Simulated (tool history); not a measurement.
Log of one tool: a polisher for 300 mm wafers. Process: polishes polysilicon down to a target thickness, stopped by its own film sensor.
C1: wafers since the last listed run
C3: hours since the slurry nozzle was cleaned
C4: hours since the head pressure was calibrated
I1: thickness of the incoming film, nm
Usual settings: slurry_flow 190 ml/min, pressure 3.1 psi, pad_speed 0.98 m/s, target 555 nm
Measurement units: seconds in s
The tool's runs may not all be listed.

Run 1, hour 0.0: usual settings but target 427 nm; C1 0; wafers polished on this pad 2087; C3 179.3; C4 146.9; I1 1062.6. Result: seconds 88.5 s.
Run 2, hour 32.6: usual settings but target 427 nm; C1 349; wafers polished on this pad 2437; C3 211.9; C4 179.5; I1 1037.0. Result: seconds 87.5 s.
At hour 37.9: worn pad replaced by a new one.
Run 3, hour 65.4: usual settings but pad_speed 0.78 m/s; C1 308; wafers polished on this pad 294; C3 244.7; C4 212.3; I1 1053.8. Result: seconds 79.4 s.
At hour 107.9: slurry nozzle cleaned.
Run 4, hour 158.0: usual settings but pad_speed 0.78 m/s; C1 981; wafers polished on this pad 1276; C3 50.1; C4 304.9; I1 1062.9. Result: seconds 80.2 s.
Run 5, hour 187.4: usual settings but pad_speed 0.78 m/s; C1 314; wafers polished on this pad 1591; C3 79.5; C4 334.3; I1 1067.4. Result: seconds 84.0 s.
Run 6, hour 212.6: usual settings but pressure 2.4 psi; C1 269; wafers polished on this pad 1861; C3 104.7; C4 359.5; I1 1064.3. Result: seconds 83.5 s.
Run 7, hour 236.2: usual settings but pressure 2.4 psi; C1 252; wafers polished on this pad 2114; C3 128.3; C4 383.1; I1 1055.5. Result: seconds 86.2 s.
Run 8, hour 254.4: usual settings but pressure 2.4 psi; C1 194; wafers polished on this pad 2309; C3 146.5; C4 401.3; I1 1059.9. Result: seconds 85.5 s.
Run 9, hour 283.5: usual settings; C1 311; wafers polished on this pad 2620; C3 175.6; C4 430.4; I1 1049.4. Result: seconds 67.1 s.
At hour 290.5: worn pad replaced by a new one.
Run 10, hour 304.9: usual settings; C1 186; wafers polished on this pad 153; C3 197.0; C4 451.8; I1 1054.0. Result: seconds 63.6 s.
Run 11, hour 323.4: usual settings; C1 198; wafers polished on this pad 352; C3 215.5; C4 470.3; I1 1056.4. Result: seconds 65.7 s.
Run 12, hour 337.9: usual settings; C1 155; wafers polished on this pad 507; C3 230.0; C4 484.8; I1 1079.7. Result: seconds 67.0 s.
Run 13, hour 350.4: usual settings; C1 133; wafers polished on this pad 641; C3 242.5; C4 497.3; I1 1056.2. Result: seconds 65.9 s.
At hour 363.7: slurry nozzle cleaned.
Run 14, hour 372.0: usual settings but slurry_flow 250 ml/min, pad_speed 0.76 m/s; C1 220; wafers polished on this pad 862; C3 8.3; C4 518.9; I1 1074.3. Result: seconds 82.2 s.
At hour 378.2: head pressure recalibrated.
Run 15, hour 399.7: usual settings; C1 275; wafers polished on this pad 1137; C3 36.0; C4 21.5; I1 1073.6. Result: seconds 68.8 s.
Run 16, hour 452.3: usual settings; C1 563; wafers polished on this pad 1701; C3 88.6; C4 74.1; I1 1079.8. Result: seconds 68.9 s.
Run 17, hour 468.5: usual settings but target 684 nm; C1 173; wafers polished on this pad 1874; C3 104.8; C4 90.3; I1 1058.4. Result: seconds 51.8 s.
Run 18, hour 486.9: usual settings but pressure 2.3 psi; C1 197; wafers polished on this pad 2071; C3 123.2; C4 108.7; I1 1039.8. Result: seconds 85.1 s.
At hour 495.4: worn pad replaced by a new one.
Run 19, hour 498.9: usual settings but slurry_flow 170 ml/min, pressure 3.4 psi, pad_speed 0.64 m/s, target 387 nm; C1 85; wafers polished on this pad 37; C3 135.2; C4 120.7; I1 1071.1. Result: seconds 121.0 s.
Run 20, hour 520.2: usual settings but pressure 2.0 psi, target 724 nm; C1 228; wafers polished on this pad 265; C3 156.5; C4 142.0; I1 1073.9. Result: seconds 62.5 s.
Run 21, hour 534.9: usual settings but pressure 2.8 psi, target 666 nm; C1 157; wafers polished on this pad 422; C3 171.2; C4 156.7; I1 1049.9. Result: seconds 54.0 s.
Run 22, hour 550.1: usual settings but pressure 4.0 psi, pad_speed 1.30 m/s; C1 162; wafers polished on this pad 585; C3 186.4; C4 171.9; I1 1059.1. Result: seconds 41.9 s.
Run 23, hour 577.2: usual settings but target 427 nm; C1 290; wafers polished on this pad 875; C3 213.5; C4 199.0; I1 1064.7. Result: seconds 84.3 s.
Run 24, hour 600.6: usual settings but slurry_flow 205 ml/min, pressure 2.3 psi; C1 250; wafers polished on this pad 1126; C3 236.9; C4 222.4; I1 1062.4. Result: seconds 83.8 s.
Run 25, hour 626.0: usual settings but pad_speed 1.16 m/s, target 472 nm; C1 272; wafers polished on this pad 1398; C3 262.3; C4 247.8; I1 1041.2. Result: seconds 66.0 s.
At hour 630.4: slurry nozzle cleaned.
Run 26, hour 644.2: usual settings; C1 184; wafers polished on this pad 1583; C3 13.8; C4 266.0; I1 1082.3. Result: seconds 71.0 s.
Run 27, hour 665.2: usual settings but slurry_flow 150 ml/min, pressure 4.2 psi, pad_speed 1.22 m/s; C1 224; wafers polished on this pad 1808; C3 34.8; C4 287.0; I1 1058.8. Result: seconds 45.8 s.
Run 28, hour 678.8: usual settings but pressure 3.8 psi, target 612 nm; C1 145; wafers polished on this pad 1953; C3 48.4; C4 300.6; I1 1058.2. Result: seconds 51.3 s.
At hour 696.2: worn pad replaced by a new one.
Run 29, hour 696.7: usual settings but slurry_flow 140 ml/min, pressure 4.0 psi; C1 148; wafers polished on this pad 5; C3 66.3; C4 318.5; I1 1060.4. Result: seconds 55.6 s.
Run 30, hour 721.8: usual settings; C1 268; wafers polished on this pad 274; C3 91.4; C4 343.6; I1 1071.3. Result: seconds 66.3 s.
Run 31, hour 733.9: usual settings but slurry_flow 170 ml/min, pressure 3.9 psi, pad_speed 0.88 m/s, target 700 nm; C1 129; wafers polished on this pad 403; C3 103.5; C4 355.7; I1 1049.2. Result: seconds 43.1 s.
Run 32, hour 769.1: usual settings but target 427 nm; C1 377; wafers polished on this pad 781; C3 138.7; C4 390.9; I1 1079.1. Result: seconds 86.3 s.
Run 33, hour 803.3: usual settings but slurry_flow 140 ml/min, pressure 4.0 psi; C1 366; wafers polished on this pad 1147; C3 172.9; C4 425.1; I1 1072.3. Result: seconds 60.1 s.
Run 34, hour 819.2: usual settings; C1 170; wafers polished on this pad 1317; C3 188.8; C4 441.0; I1 1075.2. Result: seconds 70.9 s.
Run 35, hour 834.0: usual settings but slurry_flow 220 ml/min, pad_speed 1.10 m/s; C1 158; wafers polished on this pad 1476; C3 203.6; C4 455.8; I1 1060.6. Result: seconds 61.9 s.
At hour 849.8: head pressure recalibrated.
Run 36, hour 863.0: usual settings but slurry_flow 160 ml/min, target 609 nm; C1 289; wafers polished on this pad 1765; C3 232.6; C4 13.2; I1 1068.5. Result: seconds 65.7 s.

A few steps of seconds between consecutive runs. Split each: what settings, incoming material and random variation would produce without the hidden state, and what is left over for the hidden state, along with gauge scatter present in only one of the two compared results (measured, and without hidden state):
The hidden state here: removal rate lost through wear of the pad, %; slurry flow missing at the pad, %; deviation of the head's pressure from its setpoint, %.
Run 2 -> 3: pad_speed 0.98 -> 0.78, target 427 -> 555, worn pad replaced by a new one. seconds -8.1 s: hidden state -6.4, all else -1.7.
Run 9 -> 10: worn pad replaced by a new one. seconds -3.5 s: hidden state -5.3, all else +1.8.
Run 18 -> 19: slurry_flow 190 -> 170, pressure 2.3 -> 3.4, pad_speed 0.98 -> 0.64, target 555 -> 387, worn pad replaced by a new one. seconds +35.9 s: hidden state -4.4, all else +40.3.
Run 19 -> 20: slurry_flow 170 -> 190, pressure 3.4 -> 2.0, pad_speed 0.64 -> 0.98, target 387 -> 724. seconds -58.5 s: hidden state -0.2, all else -58.3.
Run 22 -> 23: pressure 4.0 -> 3.1, pad_speed 1.30 -> 0.98, target 555 -> 427. seconds +42.4 s: hidden state +1.9, all else +40.5.
Run 31 -> 32: slurry_flow 170 -> 190, pressure 3.9 -> 3.1, pad_speed 0.88 -> 0.98, target 700 -> 427. seconds +43.2 s: hidden state +2.1, all else +41.1.

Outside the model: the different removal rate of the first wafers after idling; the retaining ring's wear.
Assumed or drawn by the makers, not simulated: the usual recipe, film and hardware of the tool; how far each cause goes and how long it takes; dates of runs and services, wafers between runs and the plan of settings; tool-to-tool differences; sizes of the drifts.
